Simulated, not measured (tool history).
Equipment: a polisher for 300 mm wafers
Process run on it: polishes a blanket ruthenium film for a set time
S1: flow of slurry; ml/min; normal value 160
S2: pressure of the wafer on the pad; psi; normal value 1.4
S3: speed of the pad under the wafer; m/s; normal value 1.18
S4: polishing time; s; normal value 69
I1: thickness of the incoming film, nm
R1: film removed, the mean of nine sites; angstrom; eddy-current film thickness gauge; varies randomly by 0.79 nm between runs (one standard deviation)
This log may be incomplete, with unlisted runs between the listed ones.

run	hour	S1	S2	S3	S4	I1	R1
1	0	160	1.6	1.18	69	251.7	621
2	78.1	160	1.6	1.18	69	249.3	589
3	141.3	160	1.4	1.18	69	250.1	514
4	178.3	160	1.4	1.18	69	251.5	504
5	257.4	160	1.4	1.18	69	248.2	510
6	312.7	160	1.4	1.18	69	249.8	500
# hour 360.6: worn pad replaced by a new one
7	410.8	160	1.4	1.18	69	246.9	544
8	455.3	160	1.4	1.18	69	249.9	541
# hour 532.1: head pressure recalibrated
9	532.6	160	1.4	1.18	69	252.9	516
10	571.8	160	1.4	1.18	69	249.4	518
11	632.5	160	1.4	1.18	69	250.3	509
12	698.8	160	1.4	1.18	69	252	498
# hour 712.9: slurry nozzle cleaned
# hour 780.2: worn pad replaced by a new one
13	803.3	160	1.4	1.18	69	251	526
14	841.2	160	1.4	1.18	69	249.5	546
15	913.7	160	1.4	0.98	69	255.3	440
16	986.7	145	1.7	0.82	59	250.1	363
17	1081.4	160	1.4	1.18	69	253.4	500
18	1158.5	135	1.4	1.58	69	249.7	627
# hour 1234.4: worn pad replaced by a new one
# hour 1235.5: head pressure recalibrated
19	1264.8	160	1.4	1.04	69	249.2	476
20	1368.9	185	1.7	1.52	69	251	807
21	1507.6	160	1.4	1.18	69	245.6	509
# hour 1532.3: slurry nozzle cleaned
22	1555	160	1.4	1.18	69	246.8	493
# hour 1617.1: worn pad replaced by a new one
23	1658.3	120	1.4	1.44	69	244.9	621
24	1708.4	160	1.4	1.56	69	251.9	711
25	1758.5	160	1.4	1.18	69	251.8	532
26	1827.6	140	1.4	1.5	69	252.1	647
27	1905.5	160	1.4	1.18	69	251	513
# hour 1949.2: head pressure recalibrated
28	1995.3	160	1.4	1.18	69	251.6	500

Run-by-run hidden state of the tool:
slurry flow missing at the pad, %: 0 across all the runs
deviation of the head's pressure from its setpoint, %: 0 across all the runs
H1: removal rate lost through wear of the pad, %
run	H1
1	1.74
2	3.48
3	4.89
4	5.72
5	7.48
6	8.72
7	1.35
8	2.34
9	4.07
10	4.94
11	6.3
12	7.78
13	1.88
14	2.73
15	4.35
16	5.98
17	8.09
18	9.81
19	2.33
20	4.65
21	7.75
22	8.81
23	1.23
24	2.35
25	3.46
26	5.01
27	6.75
28	8.75

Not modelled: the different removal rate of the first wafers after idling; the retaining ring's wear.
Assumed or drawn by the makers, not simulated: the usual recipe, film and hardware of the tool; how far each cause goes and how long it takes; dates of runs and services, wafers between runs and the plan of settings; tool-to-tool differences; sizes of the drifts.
